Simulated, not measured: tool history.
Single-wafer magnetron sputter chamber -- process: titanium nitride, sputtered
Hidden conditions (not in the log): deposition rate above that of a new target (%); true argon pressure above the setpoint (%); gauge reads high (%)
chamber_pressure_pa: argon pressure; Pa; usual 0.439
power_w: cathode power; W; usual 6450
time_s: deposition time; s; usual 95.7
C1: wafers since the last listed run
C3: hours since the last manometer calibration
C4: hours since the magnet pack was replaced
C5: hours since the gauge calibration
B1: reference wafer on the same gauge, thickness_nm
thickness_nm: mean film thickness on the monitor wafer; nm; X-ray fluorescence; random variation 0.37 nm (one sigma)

run 1 hour=0 | chamber_pressure_pa=0.439 power_w=6450 time_s=95.7 | C1=0 wafers_on_the_sputter_target=1895 C3=1509.9 C4=6182.3 C5=78.8 | B1=115.195 | thickness_nm=100.49
run 2 hour=11.5 | chamber_pressure_pa=0.316 power_w=6450 time_s=95.7 | C1=169 wafers_on_the_sputter_target=2064 C3=1521.4 C4=6193.8 C5=90.3 | B1=115.09 | thickness_nm=104.529
run 3 hour=18 | chamber_pressure_pa=0.439 power_w=6450 time_s=89.1 | C1=95 wafers_on_the_sputter_target=2160 C3=1527.9 C4=6200.3 C5=96.8 | B1=115.003 | thickness_nm=93.262
run 4 hour=35.1 | chamber_pressure_pa=0.439 power_w=6450 time_s=89.1 | C1=251 wafers_on_the_sputter_target=2411 C3=1545 C4=6217.4 C5=113.9 | B1=115.038 | thickness_nm=93.83
run 5 hour=51.3 | chamber_pressure_pa=0.439 power_w=6450 time_s=89.1 | C1=238 wafers_on_the_sputter_target=2649 C3=1561.2 C4=6233.6 C5=130.1 | B1=115.023 | thickness_nm=93.654
run 6 hour=59.1 | chamber_pressure_pa=0.439 power_w=6450 time_s=106.2 | C1=114 wafers_on_the_sputter_target=2764 C3=1569 C4=6241.4 C5=137.9 | B1=114.929 | thickness_nm=110.987
run 7 hour=75.5 | chamber_pressure_pa=0.439 power_w=6450 time_s=95.7 | C1=241 wafers_on_the_sputter_target=3005 C3=1585.4 C4=6257.8 C5=154.3 | B1=114.977 | thickness_nm=101.03
run 8 hour=83.7 | chamber_pressure_pa=0.559 power_w=6450 time_s=104.7 | C1=120 wafers_on_the_sputter_target=3126 C3=1593.6 C4=6266 C5=162.5 | B1=115.019 | thickness_nm=106.51
-- hour=93 capacitance manometer re-zeroed and calibrated
run 9 hour=95.7 | chamber_pressure_pa=0.559 power_w=6450 time_s=104.7 | C1=58 wafers_on_the_sputter_target=3185 C3=2.7 C4=6278 C5=174.5 | B1=115.172 | thickness_nm=106.412
-- hour=112.7 magnet pack replaced
run 10 hour=113.2 | chamber_pressure_pa=0.439 power_w=6450 time_s=95.7 | C1=139 wafers_on_the_sputter_target=3325 C3=20.2 C4=0.5 C5=192 | B1=115.03 | thickness_nm=99.514
-- hour=119.8 gauge calibrated
run 11 hour=123.5 | chamber_pressure_pa=0.559 power_w=6450 time_s=104.7 | C1=151 wafers_on_the_sputter_target=3476 C3=30.5 C4=10.8 C5=3.7 | B1=114.941 | thickness_nm=105.126
run 12 hour=137.8 | chamber_pressure_pa=0.439 power_w=7800 time_s=108.6 | C1=210 wafers_on_the_sputter_target=3686 C3=44.8 C4=25.1 C5=18 | B1=114.939 | thickness_nm=137.368
run 13 hour=155 | chamber_pressure_pa=0.335 power_w=5500 time_s=104.9 | C1=252 wafers_on_the_sputter_target=3939 C3=62 C4=42.3 C5=35.2 | B1=115.083 | thickness_nm=96.239
run 14 hour=161.7 | chamber_pressure_pa=0.439 power_w=5550 time_s=95.7 | C1=98 wafers_on_the_sputter_target=4038 C3=68.7 C4=49 C5=41.9 | B1=114.9 | thickness_nm=85.708
run 15 hour=175.5 | chamber_pressure_pa=0.549 power_w=6450 time_s=95.7 | C1=202 wafers_on_the_sputter_target=4241 C3=82.5 C4=62.8 C5=55.7 | B1=115.116 | thickness_nm=95.928
run 16 hour=182.5 | chamber_pressure_pa=0.505 power_w=7050 time_s=102.5 | C1=102 wafers_on_the_sputter_target=4344 C3=89.5 C4=69.8 C5=62.7 | B1=115.111 | thickness_nm=114.325
run 17 hour=200.2 | chamber_pressure_pa=0.576 power_w=4850 time_s=106.8 | C1=260 wafers_on_the_sputter_target=4604 C3=107.2 C4=87.5 C5=80.4 | B1=115.029 | thickness_nm=80.089
-- hour=217.1 sputter target and shields replaced
run 18 hour=217.6 | chamber_pressure_pa=0.439 power_w=6450 time_s=95.7 | C1=138 wafers_on_the_sputter_target=6 C3=124.6 C4=104.9 C5=97.8 | B1=115.003 | thickness_nm=104.478
run 19 hour=228.4 | chamber_pressure_pa=0.611 power_w=7700 time_s=109.6 | C1=158 wafers_on_the_sputter_target=165 C3=135.4 C4=115.7 C5=108.6 | B1=114.879 | thickness_nm=134.099
run 20 hour=241.6 | chamber_pressure_pa=0.439 power_w=5550 time_s=113.8 | C1=194 wafers_on_the_sputter_target=359 C3=148.6 C4=128.9 C5=121.8 | B1=114.929 | thickness_nm=104.87
run 21 hour=273.9 | chamber_pressure_pa=0.439 power_w=6450 time_s=95.7 | C1=475 wafers_on_the_sputter_target=834 C3=180.9 C4=161.2 C5=154.1 | B1=114.876 | thickness_nm=102.274

What if the next run were any one of these 3? Each begins from the tool's condition after run 21:
run A hour=274.3 | chamber_pressure_pa=0.439 power_w=6450 time_s=95.7 | C1=5 wafers_on_the_sputter_target=840 C3=181.3 C4=161.6 C5=154.5 | B1=? | thickness_nm=?
run B hour=274.3 | chamber_pressure_pa=0.543 power_w=7650 time_s=88.2 | C1=5 wafers_on_the_sputter_target=840 C3=181.3 C4=161.6 C5=154.5 | B1=? | thickness_nm=?
run C hour=274.3 | chamber_pressure_pa=0.606 power_w=7200 time_s=112.7 | C1=5 wafers_on_the_sputter_target=840 C3=181.3 C4=161.6 C5=154.5 | B1=? | thickness_nm=?

run=A B1=114.854 thickness_nm=102.597
run=B B1=114.854 thickness_nm=108.739
run=C B1=114.854 thickness_nm=128.37
What these runs would have given with no unlogged condition in the tool:
run=A thickness_nm=104.619
run=B thickness_nm=110.881
run=C thickness_nm=130.899
